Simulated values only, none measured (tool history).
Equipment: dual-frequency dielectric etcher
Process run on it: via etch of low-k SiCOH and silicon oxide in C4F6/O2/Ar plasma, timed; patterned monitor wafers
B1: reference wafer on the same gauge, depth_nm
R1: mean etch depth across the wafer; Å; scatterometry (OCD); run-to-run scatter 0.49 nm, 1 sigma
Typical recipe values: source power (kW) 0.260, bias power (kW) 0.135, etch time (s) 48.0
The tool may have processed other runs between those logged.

Run 1, hour 0.0: usual settings but source power (kW) 0.270; B1 96.7. Result: R1 947 Å.
Run 2, hour 30.8: usual settings but source power (kW) 0.270; B1 97.0. Result: R1 955 Å.
Run 3, hour 54.9: usual settings but source power (kW) 0.270; B1 97.1. Result: R1 955 Å.
Run 4, hour 71.2: usual settings; B1 97.1. Result: R1 926 Å.
Run 5, hour 84.9: usual settings; B1 97.1. Result: R1 926 Å.
Run 6, hour 119.6: usual settings; B1 97.3. Result: R1 936 Å.
At hour 170.1: wet clean of the chamber.
Run 7, hour 170.6: usual settings; B1 97.9. Result: R1 947 Å.
Run 8, hour 170.9: usual settings; B1 97.8. Result: R1 945 Å.
At hour 206.9: upper electrode replaced.
Run 9, hour 207.4: usual settings; B1 98.1. Result: R1 953 Å.
Run 10, hour 213.6: usual settings but source power (kW) 0.300; B1 98.1. Result: R1 1032 Å.
At hour 224.0: gauge calibrated.
Run 11, hour 248.9: usual settings but source power (kW) 0.300; B1 96.0. Result: R1 1007 Å.
Run 12, hour 267.8: usual settings but source power (kW) 0.210, etch time (s) 39.5; B1 96.0. Result: R1 662 Å.
Run 13, hour 279.8: usual settings but source power (kW) 0.240, bias power (kW) 0.159, etch time (s) 55.0; B1 96.1. Result: R1 1030 Å.
At hour 288.5: source power generator calibrated.
Run 14, hour 311.6: usual settings but source power (kW) 0.280, bias power (kW) 0.118, etch time (s) 59.5; B1 96.1. Result: R1 1181 Å.
At hour 321.8: bias power generator calibrated.
Run 15, hour 325.2: usual settings; B1 96.2. Result: R1 933 Å.
Run 16, hour 342.8: usual settings; B1 96.0. Result: R1 938 Å.
Run 17, hour 356.5: usual settings but source power (kW) 0.320, bias power (kW) 0.151, etch time (s) 56.5; B1 96.3. Result: R1 1254 Å.
Run 18, hour 375.1: usual settings; B1 96.1. Result: R1 927 Å.
Run 19, hour 404.2: usual settings but bias power (kW) 0.154, etch time (s) 54.0; B1 96.3. Result: R1 1074 Å.
Run 20, hour 420.2: usual settings but bias power (kW) 0.105, etch time (s) 37.5; B1 96.3. Result: R1 689 Å.
Run 21, hour 446.4: usual settings but source power (kW) 0.220; B1 96.4. Result: R1 837 Å.
Run 22, hour 466.4: usual settings but bias power (kW) 0.146, etch time (s) 61.0; B1 96.7. Result: R1 1196 Å.
Run 23, hour 488.5: usual settings but bias power (kW) 0.167, etch time (s) 52.5; B1 96.6. Result: R1 1059 Å.

Below, some changes in R1 between adjacent runs. For each, the amount present without the hidden state too (settings, incoming material, random variation) and the amount remaining for the hidden state with gauge scatter not shared by both compared results:
What the log doesn't record here: etch rate over this chamber's usual, %; source power that arrives over what is set, %; bias power that arrives over what is set, %; gauge reads high (%).
Run 6 -> 7: wet clean of the chamber. R1 +11 Å: hidden state +4, all else +7.
Run 10 -> 11: gauge calibrated. R1 -25 Å: hidden state -22, all else -3.
Run 12 -> 13: source power (kW) 0.210 -> 0.240, bias power (kW) 0.135 -> 0.159, etch time (s) 39.5 -> 55.0. R1 +368 Å: hidden state -1, all else +369.
Run 19 -> 20: bias power (kW) 0.154 -> 0.105, etch time (s) 54.0 -> 37.5. R1 -385 Å: hidden state +0, all else -385.

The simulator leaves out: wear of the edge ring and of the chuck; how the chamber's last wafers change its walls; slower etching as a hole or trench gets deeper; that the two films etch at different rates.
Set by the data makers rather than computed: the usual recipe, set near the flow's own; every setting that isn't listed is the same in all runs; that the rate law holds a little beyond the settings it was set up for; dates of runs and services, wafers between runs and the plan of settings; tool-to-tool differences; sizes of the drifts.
